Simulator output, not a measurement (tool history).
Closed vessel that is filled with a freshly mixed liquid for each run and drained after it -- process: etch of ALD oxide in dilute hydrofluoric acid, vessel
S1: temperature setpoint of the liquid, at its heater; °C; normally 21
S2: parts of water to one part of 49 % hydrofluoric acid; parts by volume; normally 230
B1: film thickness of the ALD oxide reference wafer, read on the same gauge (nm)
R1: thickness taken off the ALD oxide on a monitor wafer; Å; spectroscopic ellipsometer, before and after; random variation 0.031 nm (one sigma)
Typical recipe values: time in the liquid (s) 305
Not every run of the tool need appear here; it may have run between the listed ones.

run 1 hour=0 | S1=21 S2=260 time_in_the_liquid_(s)=305 | B1=110.03 | R1=83.9
run 2 hour=48.4 | S1=21 S2=260 time_in_the_liquid_(s)=305 | B1=109.99 | R1=83.2
run 3 hour=111.1 | S1=21 S2=260 time_in_the_liquid_(s)=305 | B1=110 | R1=83.2
-- hour=131.1 thermometer replaced
run 4 hour=155.8 | S1=21 S2=230 time_in_the_liquid_(s)=305 | B1=110.01 | R1=96.8
run 5 hour=185.7 | S1=21 S2=230 time_in_the_liquid_(s)=305 | B1=110.02 | R1=96.4
run 6 hour=238.2 | S1=21 S2=230 time_in_the_liquid_(s)=305 | B1=110.01 | R1=96.5
run 7 hour=272.1 | S1=21 S2=230 time_in_the_liquid_(s)=305 | B1=110.01 | R1=96
run 8 hour=386.4 | S1=21 S2=230 time_in_the_liquid_(s)=305 | B1=110.01 | R1=96
run 9 hour=430.6 | S1=21 S2=230 time_in_the_liquid_(s)=305 | B1=110.01 | R1=96
run 10 hour=483.9 | S1=21 S2=230 time_in_the_liquid_(s)=305 | B1=109.99 | R1=95.9
run 11 hour=519.4 | S1=17 S2=155 time_in_the_liquid_(s)=365 | B1=110.01 | R1=156.9
run 12 hour=550.8 | S1=21 S2=230 time_in_the_liquid_(s)=305 | B1=109.99 | R1=95.6
-- hour=555 hydrofluoric acid flow meter replaced
run 13 hour=601.9 | S1=24.5 S2=150 time_in_the_liquid_(s)=155 | B1=110.02 | R1=94.9
-- hour=616.8 gauge calibrated
run 14 hour=632.3 | S1=25.5 S2=130 time_in_the_liquid_(s)=305 | B1=110 | R1=230.1
run 15 hour=677.6 | S1=21 S2=115 time_in_the_liquid_(s)=305 | B1=110.02 | R1=221
-- hour=698.4 thermometer replaced
run 16 hour=735.3 | S1=21 S2=120 time_in_the_liquid_(s)=195 | B1=109.99 | R1=134.8
run 17 hour=766.8 | S1=21 S2=130 time_in_the_liquid_(s)=145 | B1=110.01 | R1=92
run 18 hour=836.1 | S1=21 S2=230 time_in_the_liquid_(s)=305 | B1=109.99 | R1=98.2
run 19 hour=885.7 | S1=19.5 S2=135 time_in_the_liquid_(s)=305 | B1=110 | R1=173
run 20 hour=914.7 | S1=19 S2=230 time_in_the_liquid_(s)=445 | B1=109.99 | R1=132.2
run 21 hour=964.4 | S1=21 S2=130 time_in_the_liquid_(s)=410 | B1=109.99 | R1=257.3

A few steps of R1 between consecutive runs. Split each: what settings, incoming material and random variation would produce without the hidden state, and what is left over for the hidden state, along with gauge scatter present in only one of the two compared results (measured, and without hidden state):
Hidden state present: liquid colder than its thermometer reads (K); hydrofluoric acid flow below the setpoint (%); gauge reads high (%).
Run 10 -> 11: S1 21 -> 17, S2 230 -> 155, time in the liquid (s) 305 -> 365. R1 +61 Å: hidden state -1.6, all else +62.6.
Run 12 -> 13: S1 21 -> 24.5, S2 230 -> 150, time in the liquid (s) 305 -> 155, hydrofluoric acid flow meter replaced. R1 -0.7 Å: hidden state +2.8, all else -3.5.
Run 13 -> 14: S1 24.5 -> 25.5, S2 150 -> 130, time in the liquid (s) 155 -> 305, gauge calibrated. R1 +135.2 Å: hidden state -0.5, all else +135.7.
Run 20 -> 21: S1 19 -> 21, S2 230 -> 130, time in the liquid (s) 445 -> 410. R1 +125.1 Å: hidden state -1.3, all else +126.4.
